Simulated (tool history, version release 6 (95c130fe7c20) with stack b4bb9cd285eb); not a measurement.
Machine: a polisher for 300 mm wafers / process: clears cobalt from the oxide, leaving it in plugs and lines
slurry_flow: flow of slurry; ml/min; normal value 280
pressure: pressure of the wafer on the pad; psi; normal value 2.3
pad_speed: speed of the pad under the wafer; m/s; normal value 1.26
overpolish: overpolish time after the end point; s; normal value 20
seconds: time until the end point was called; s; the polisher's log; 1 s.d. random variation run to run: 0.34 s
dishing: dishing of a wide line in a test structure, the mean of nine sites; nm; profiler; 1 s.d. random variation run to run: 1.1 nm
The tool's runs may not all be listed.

| run | hour | slurry_flow | pressure | pad_speed | overpolish | incoming thickness of the incoming film, nm | seconds | dishing |
|---|---|---|---|---|---|---|---|---|
| 1 | 0 | 280 | 2.3 | 1.26 | 20 | 198.9 | 32.2 | 42.4 |
| 2 | 100.6 | 280 | 2.3 | 1.26 | 20 | 201.3 | 32.5 | 43.4 |
| 3 | 157.6 | 280 | 2.3 | 1.26 | 20 | 197.2 | 32.3 | 41.7 |
| 4 | 215.4 | 280 | 2.3 | 1.26 | 20 | 201.5 | 33.7 | 41.8 |
|  | 233.9 | worn pad replaced by a new one |
| 5 | 271.8 | 280 | 2.3 | 1.26 | 20 | 202.4 | 32.1 | 43.2 |
| 6 | 363.7 | 280 | 2.3 | 1.26 | 20 | 197 | 32.6 | 40.4 |
|  | 431.1 | slurry nozzle cleaned |
| 7 | 451.1 | 280 | 2.3 | 1.26 | 20 | 200.1 | 31 | 43.3 |
| 8 | 515.8 | 280 | 2.3 | 1.26 | 20 | 199 | 31.8 | 43.6 |
|  | 595.9 | head pressure recalibrated |
| 9 | 601.5 | 280 | 2.3 | 1.26 | 27 | 200.2 | 31.8 | 46.2 |
|  | 823.8 | worn pad replaced by a new one |
| 10 | 923.8 | 280 | 2.3 | 1.26 | 20 | 200 | 32.3 | 44.3 |
| 11 | 962.5 | 280 | 2.3 | 1.26 | 20 | 200 | 32.3 | 43 |
| 12 | 1040 | 355 | 2.3 | 1.26 | 26 | 199.8 | 32 | 45.3 |
| 13 | 1114.3 | 355 | 2.3 | 1.26 | 26 | 197.6 | 32 | 46.2 |
| 14 | 1170.5 | 355 | 2.3 | 1.26 | 26 | 203.1 | 33.8 | 45.2 |
| 15 | 1258.5 | 280 | 2.3 | 1.26 | 20 | 197.2 | 34.4 | 41.3 |
|  | 1300.5 | slurry nozzle cleaned |
|  | 1327.6 | worn pad replaced by a new one |
| 16 | 1328.1 | 280 | 2.3 | 0.88 | 16 | 198.8 | 39.1 | 36 |
|  | 1366.3 | head pressure recalibrated |
| 17 | 1405.6 | 280 | 2.3 | 1.68 | 20 | 200.3 | 24.3 | 46.4 |
| 18 | 1444.1 | 280 | 2.3 | 1.12 | 9 | 198.8 | 33.9 | 29.4 |
| 19 | 1530.8 | 355 | 2.3 | 1.26 | 26 | 200.6 | 31.1 | 48.1 |
| 20 | 1602 | 355 | 2.3 | 1.26 | 26 | 199.6 | 30.8 | 45.8 |
| 21 | 1671.8 | 280 | 2.3 | 1.68 | 20 | 197.9 | 24.9 | 46.4 |
|  | 1885.4 | worn pad replaced by a new one |
| 22 | 1963.3 | 240 | 3.1 | 1.26 | 20 | 201 | 25.2 | 46.5 |
|  | 2020.1 | slurry nozzle cleaned |
|  | 2055.3 | head pressure recalibrated |
| 23 | 2067.6 | 230 | 2.1 | 1.48 | 12 | 197.1 | 30.1 | 35.9 |
| 24 | 2175.3 | 280 | 2.3 | 0.84 | 25 | 199.8 | 43.2 | 43.6 |
| 25 | 2283 | 280 | 2.9 | 1.26 | 20 | 200.1 | 25.8 | 45.8 |
| 26 | 2364.3 | 280 | 2.1 | 1.26 | 25 | 200.2 | 35.4 | 43.2 |
|  | 2391.2 | worn pad replaced by a new one |
| 27 | 2467.9 | 340 | 2.3 | 1.04 | 23 | 199.1 | 35.2 | 42.9 |
| 28 | 2561.9 | 250 | 2.1 | 1.26 | 20 | 199.5 | 36.8 | 39.8 |
| 29 | 2663.1 | 210 | 1.7 | 0.84 | 10 | 200.3 | 64.6 | 20.5 |

What would each run have given without the hidden state, its run-to-run variation left as it was?
Unlogged tool condition in this case: removal rate lost through wear of the pad, %; slurry flow missing at the pad, %; deviation of the head's pressure from its setpoint, %.
| run | seconds | dishing |
|---|---|---|
| 1 | 29 | 43.7 |
| 2 | 28.9 | 45 |
| 3 | 28.5 | 43.3 |
| 4 | 29.4 | 43.5 |
| 5 | 29.3 | 44.4 |
| 6 | 28.6 | 42.1 |
| 7 | 29.2 | 44.1 |
| 8 | 29.6 | 44.5 |
| 9 | 29.3 | 46.9 |
| 10 | 29.8 | 45.4 |
| 11 | 29.4 | 44.2 |
| 12 | 28.9 | 46.2 |
| 13 | 28.5 | 47.2 |
| 14 | 29.8 | 46.3 |
| 15 | 29.2 | 43.5 |
| 16 | 38.5 | 36.3 |
| 17 | 23.2 | 46.9 |
| 18 | 32 | 30.5 |
| 19 | 28.9 | 48.8 |
| 20 | 28.3 | 46.5 |
| 21 | 22.4 | 47.4 |
| 22 | 22.3 | 47.5 |
| 23 | 28.4 | 37 |
| 24 | 40 | 44.7 |
| 25 | 23.6 | 46.6 |
| 26 | 32 | 44.3 |
| 27 | 33.1 | 43.7 |
| 28 | 33.1 | 41.2 |
| 29 | 56 | 22.9 |

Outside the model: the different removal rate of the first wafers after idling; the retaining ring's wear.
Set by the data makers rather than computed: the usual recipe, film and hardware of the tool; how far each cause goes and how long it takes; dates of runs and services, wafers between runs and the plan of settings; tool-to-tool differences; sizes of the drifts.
